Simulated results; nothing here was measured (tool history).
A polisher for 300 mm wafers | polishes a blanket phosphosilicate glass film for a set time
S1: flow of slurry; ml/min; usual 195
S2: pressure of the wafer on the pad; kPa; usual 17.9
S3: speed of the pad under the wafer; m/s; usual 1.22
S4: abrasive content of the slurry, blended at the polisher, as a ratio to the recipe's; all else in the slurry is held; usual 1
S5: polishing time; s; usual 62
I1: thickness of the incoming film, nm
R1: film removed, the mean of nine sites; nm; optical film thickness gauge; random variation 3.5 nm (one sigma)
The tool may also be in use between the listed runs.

run 1 day=0 | S1=195 S2=17.9 S3=1.22 S4=1 S5=62 | I1=4162.7 | R1=427.3
run 2 day=0.65 | S1=195 S2=17.9 S3=1.22 S4=1 S5=62 | I1=4212.3 | R1=434.6
run 3 day=1.175 | S1=195 S2=17.9 S3=1.22 S4=1.15 S5=72 | I1=4108.5 | R1=531.6
run 4 day=2.225 | S1=195 S2=17.9 S3=1.22 S4=1.15 S5=72 | I1=4127.7 | R1=536.8
-- day=2.779 worn pad replaced by a new one
run 5 day=4.175 | S1=195 S2=20.7 S3=1.22 S4=1 S5=62 | I1=4175.2 | R1=475.2
run 6 day=4.942 | S1=195 S2=17.9 S3=1.22 S4=1 S5=40 | I1=4122.6 | R1=273.1
run 7 day=5.917 | S1=125 S2=12.4 S3=1.22 S4=1.1 S5=70 | I1=4150.4 | R1=357.2
-- day=6.225 head pressure recalibrated
run 8 day=7.35 | S1=195 S2=17.9 S3=1.22 S4=1 S5=62 | I1=4110.6 | R1=423.6
run 9 day=8.396 | S1=140 S2=15.9 S3=1.22 S4=1 S5=73 | I1=4162.8 | R1=426.1
run 10 day=9.246 | S1=195 S2=17.9 S3=1.22 S4=1 S5=62 | I1=4174.7 | R1=412
-- day=10.312 worn pad replaced by a new one
-- day=10.429 slurry nozzle cleaned
run 11 day=10.654 | S1=145 S2=21.4 S3=1.02 S4=1 S5=70 | I1=4188.8 | R1=467.2
run 12 day=11.675 | S1=195 S2=23.4 S3=1.22 S4=1.1 S5=80 | I1=4108.2 | R1=698.7
run 13 day=12.562 | S1=160 S2=17.9 S3=1.22 S4=1.15 S5=62 | I1=4237.9 | R1=431.2
run 14 day=13.479 | S1=255 S2=17.9 S3=1.22 S4=1 S5=51 | I1=4162.4 | R1=343.2
-- day=13.858 slurry blender recalibrated
run 15 day=14.725 | S1=195 S2=17.9 S3=1.22 S4=1 S5=62 | I1=4222.1 | R1=430.1
-- day=15.8 conditioning disc replaced and pad reconditioned
run 16 day=16.125 | S1=145 S2=17.9 S3=1.56 S4=1 S5=73 | I1=4165.7 | R1=553.4
run 17 day=17.45 | S1=125 S2=12.4 S3=1.22 S4=1.1 S5=70 | I1=4157.5 | R1=355.8
run 18 day=18.738 | S1=195 S2=17.9 S3=1.22 S4=1 S5=62 | I1=4192.9 | R1=426.2
-- day=19.192 worn pad replaced by a new one
run 19 day=20.004 | S1=195 S2=17.9 S3=1.22 S4=1.2 S5=80 | I1=4098.9 | R1=617.5
run 20 day=21.146 | S1=195 S2=17.9 S3=1.22 S4=1 S5=62 | I1=4177.9 | R1=424.5
run 21 day=22.058 | S1=140 S2=17.9 S3=1.22 S4=1 S5=62 | I1=4123.6 | R1=392.7
run 22 day=23.55 | S1=125 S2=12.4 S3=1.22 S4=1.1 S5=70 | I1=4110.3 | R1=349
run 23 day=24.929 | S1=255 S2=15.9 S3=0.92 S4=1 S5=49 | I1=4144.1 | R1=271.9
-- day=25.938 head pressure recalibrated
run 24 day=25.958 | S1=195 S2=17.9 S3=1.22 S4=1 S5=62 | I1=4171 | R1=415.3

The next listed run, before its measurement:
run 25 day=26.988 | S1=195 S2=17.9 S3=1.02 S4=1 S5=49 | I1=4165.9 | R1=?

{"run 25": {"R1": 300.9}}
Without the tool's hidden state the same run would have given R1 314.5 nm.
